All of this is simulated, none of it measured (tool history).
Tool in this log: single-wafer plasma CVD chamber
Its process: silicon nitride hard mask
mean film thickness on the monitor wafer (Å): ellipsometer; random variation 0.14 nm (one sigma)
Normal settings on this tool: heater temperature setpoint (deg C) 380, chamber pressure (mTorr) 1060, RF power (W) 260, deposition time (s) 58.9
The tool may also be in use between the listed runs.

| run | hour | heater temperature setpoint (deg C) | chamber pressure (mTorr) | RF power (W) | deposition time (s) | read-back reference wafer on the same gauge, thickness_nm | mean film thickness on the monitor wafer (Å) |
|---|---|---|---|---|---|---|---|
| 1 | 0 | 380 | 1060 | 260 | 58.9 | 65.67 | 527.86 |
| 2 | 13.9 | 380 | 1060 | 260 | 58.9 | 65.685 | 530.43 |
| 3 | 29.4 | 380 | 1060 | 260 | 58.9 | 65.732 | 528.18 |
| 4 | 38.7 | 380 | 1060 | 260 | 58.9 | 65.696 | 528.6 |
| 5 | 48 | 380 | 1060 | 260 | 58.9 | 65.701 | 528.61 |
|  | 65.7 | showerhead replaced |
| 6 | 66.2 | 380 | 1060 | 260 | 58.9 | 65.698 | 526.59 |
| 7 | 80.4 | 395 | 1310 | 245 | 67.6 | 65.671 | 633.95 |
| 8 | 91.6 | 380 | 1060 | 260 | 58.9 | 65.714 | 523.45 |
| 9 | 100.8 | 380 | 960 | 260 | 58.9 | 65.683 | 499.28 |
| 10 | 114.5 | 380 | 1210 | 260 | 58.9 | 65.77 | 557.07 |
| 11 | 128.9 | 380 | 1060 | 260 | 58.9 | 65.696 | 526.6 |
| 12 | 144.7 | 380 | 1060 | 305 | 58.9 | 65.735 | 576.56 |
| 13 | 153.9 | 371 | 1220 | 225 | 55.8 | 65.704 | 481.05 |
| 14 | 166.6 | 380 | 1060 | 260 | 64.9 | 65.742 | 576.68 |
| 15 | 173.5 | 372 | 840 | 260 | 58.9 | 65.629 | 457.48 |
| 16 | 180.4 | 374 | 1060 | 260 | 58.9 | 65.7 | 523.4 |
|  | 188.2 | gauge calibrated |
|  | 189.8 | thermocouple changed; heater temperature recalibrated |
| 17 | 230.7 | 380 | 890 | 260 | 65.7 | 65.641 | 527.97 |
| 18 | 240.1 | 380 | 1260 | 220 | 51 | 65.79 | 437.72 |
|  | 250.8 | RF generator calibrated |
| 19 | 257.4 | 388 | 940 | 215 | 65 | 65.707 | 500.27 |
| 20 | 269.9 | 380 | 1150 | 260 | 49.6 | 65.694 | 478.87 |
| 21 | 275.9 | 393 | 960 | 260 | 58.9 | 65.675 | 514.47 |
| 22 | 289.2 | 380 | 1060 | 225 | 58.9 | 65.658 | 499.89 |
| 23 | 304.2 | 380 | 1250 | 280 | 58.9 | 65.671 | 619.26 |
| 24 | 319.1 | 380 | 1060 | 260 | 58.9 | 65.656 | 546.3 |
| 25 | 336.1 | 386 | 1280 | 280 | 62.5 | 65.641 | 662.59 |
| 26 | 348.9 | 391 | 1270 | 260 | 58.9 | 65.671 | 588.61 |
| 27 | 361.5 | 380 | 1060 | 260 | 58.9 | 65.651 | 543.13 |
| 28 | 372.6 | 380 | 1060 | 260 | 58.9 | 65.66 | 540.74 |
| 29 | 389.6 | 370 | 1060 | 260 | 58.9 | 65.727 | 546.67 |
| 30 | 405.7 | 380 | 1220 | 260 | 58.9 | 65.708 | 577.85 |

Below, some changes in mean film thickness on the monitor wafer (Å) between adjacent runs. For each, the amount present without the hidden state too (settings, incoming material, random variation) and the amount remaining for the hidden state with gauge scatter not shared by both compared results:
Hidden state present: wafer temperature above the value expected at the setpoint (K); delivered RF power above the setpoint (%); true pressure above the setpoint (%); gauge reads high (%).
Run 6 -> 7: heater temperature setpoint (deg C) 380 -> 395, chamber pressure (mTorr) 1060 -> 1310, RF power (W) 260 -> 245, deposition time (s) 58.9 -> 67.6. mean film thickness on the monitor wafer (Å) +107.36: hidden state -6.42, all else +113.78.
Run 14 -> 15: heater temperature setpoint (deg C) 380 -> 372, chamber pressure (mTorr) 1060 -> 840, deposition time (s) 64.9 -> 58.9. mean film thickness on the monitor wafer (Å) -119.2: hidden state +5.71, all else -124.91.
Run 17 -> 18: chamber pressure (mTorr) 890 -> 1260, RF power (W) 260 -> 220, deposition time (s) 65.7 -> 51. mean film thickness on the monitor wafer (Å) -90.25: hidden state +6.03, all else -96.28.
Run 18 -> 19: heater temperature setpoint (deg C) 380 -> 388, chamber pressure (mTorr) 1260 -> 940, RF power (W) 220 -> 215, deposition time (s) 51 -> 65, RF generator calibrated. mean film thickness on the monitor wafer (Å) +62.55: hidden state +22.45, all else +40.1.
Run 22 -> 23: chamber pressure (mTorr) 1060 -> 1250, RF power (W) 225 -> 280. mean film thickness on the monitor wafer (Å) +119.37: hidden state -1.72, all else +121.09.
Run 24 -> 25: heater temperature setpoint (deg C) 380 -> 386, chamber pressure (mTorr) 1060 -> 1280, RF power (W) 260 -> 280, deposition time (s) 58.9 -> 62.5. mean film thickness on the monitor wafer (Å) +116.29: hidden state -1.75, all else +118.04.
